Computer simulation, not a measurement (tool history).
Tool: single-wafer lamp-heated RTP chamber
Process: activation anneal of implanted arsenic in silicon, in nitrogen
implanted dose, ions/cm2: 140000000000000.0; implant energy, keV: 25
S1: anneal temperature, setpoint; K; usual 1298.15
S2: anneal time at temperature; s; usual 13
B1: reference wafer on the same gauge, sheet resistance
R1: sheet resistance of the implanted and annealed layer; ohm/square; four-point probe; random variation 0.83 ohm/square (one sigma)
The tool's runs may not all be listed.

run     day       S1  S2      B1      R1
  1       0  1277.15  13  477.92  564.67
      0.579  -- pyrometer window cleaned and pyrometer calibrated
  2   0.608  1298.15  13  478.47  564.68
  3   1.696  1285.15  13  479.08   564.9
  4   2.738  1285.15  13  479.06  565.95
  5   3.504  1285.15  13  479.32  566.88
  6   4.696  1298.15   9  480.31  567.57
  7    5.35  1298.15   9  480.29  567.63
      5.983  -- gauge calibrated
  8   6.512  1298.15   9  472.65   559.2
      7.188  -- reflector plate cleaned
  9   7.496  1298.15  13  472.72   557.6
 10   8.129  1298.15  13  473.33  556.92
 11   9.217  1326.15   6  473.72  559.52
      9.925  -- pyrometer window cleaned and pyrometer calibrated
 12  10.238  1328.15  18     474  554.37
 13  11.717  1272.15  17  475.02  559.37
 14  13.054  1285.15  13  475.64  562.47
 15    14.4  1307.15  19  476.28  557.91
 16  15.762  1315.15   9  477.12  561.87
 17  16.425  1310.15  13  477.29  561.78
 18  17.104  1319.15  16  477.31  558.38

3 ways to go on from here, each from the tool as it stands after run 18. What would each give?
  A  17.121  1283.15  13   ?   ?
  B  17.121  1298.15  16   ?   ?
  C  17.121  1286.15  10   ?   ?

run      B1      R1
  A  477.38  563.49
  B  477.38  561.41
  C  477.38   564.2
Without the tool's hidden state the same runs would have given:
run      R1
  A  557.02
  B  554.97
  C  557.72
